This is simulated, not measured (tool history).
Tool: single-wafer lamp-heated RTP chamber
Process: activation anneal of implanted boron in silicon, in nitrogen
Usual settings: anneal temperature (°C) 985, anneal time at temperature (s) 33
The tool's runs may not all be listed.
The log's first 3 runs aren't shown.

run	hour	anneal temperature (°C)	anneal time at temperature (s)	wafers since the last listed run	wafers since the last pyrometer calibration	wafers since the reflector plate was cleaned	hours since the gauge calibration	read-back reference wafer on the same gauge, sheet resistance	sheet resistance of the implanted and annealed layer (ohm/square)
4	223.0	971	22	1234	8780	2383	1606.6	155.00	192.17
# hour 251.3: pyrometer window cleaned and pyrometer calibrated
5	290.5	1000	33	785	516	3168	1674.1	155.09	183.92
6	355.8	1000	33	861	1378	4030	1739.4	154.95	183.63
7	412.3	985	33	745	2124	4776	1795.9	154.97	188.35
8	472.7	985	33	797	2921	5573	1856.3	154.90	188.12
9	524.3	985	33	681	3602	6254	1907.9	155.02	187.75
10	630.1	1001	40	1396	4999	7651	2013.7	155.01	182.73
11	710.3	1001	40	1058	6058	8709	2093.9	155.02	182.17
12	798.3	968	33	1161	7219	9871	2181.9	155.02	191.24
13	837.0	968	33	510	7730	10382	2220.6	155.06	190.18
# hour 900.4: pyrometer window cleaned and pyrometer calibrated
14	900.9	968	33	737	7	11120	2284.5	154.89	195.43
15	953.2	1012	46	690	697	11810	2336.8	154.96	179.83
# hour 978.7: reflector plate cleaned
16	1032.1	1013	18	935	1633	704	2415.7	155.01	183.86
17	1105.8	985	33	972	2606	1677	2489.4	154.98	188.67
18	1203.7	998	41	1292	3898	2970	2587.3	155.08	183.44
19	1261.0	963	33	756	4654	3726	2644.6	154.91	201.32
20	1359.0	985	33	1293	5948	5019	2742.6	155.12	186.12
21	1456.8	985	33	1290	7239	6310	2840.4	154.98	186.70
# hour 1497.4: gauge calibrated
22	1542.8	956	53	1135	8374	7446	45.4	155.09	196.24

Forecast run 23:
23	1588.1	955	40	597	8972	8044	90.7	?	?

read-back reference wafer on the same gauge, sheet resistance: 154.85
sheet resistance of the implanted and annealed layer (ohm/square): 197.67
Without the tool's hidden state the same run would have given sheet resistance of the implanted and annealed layer (ohm/square) 213.90.

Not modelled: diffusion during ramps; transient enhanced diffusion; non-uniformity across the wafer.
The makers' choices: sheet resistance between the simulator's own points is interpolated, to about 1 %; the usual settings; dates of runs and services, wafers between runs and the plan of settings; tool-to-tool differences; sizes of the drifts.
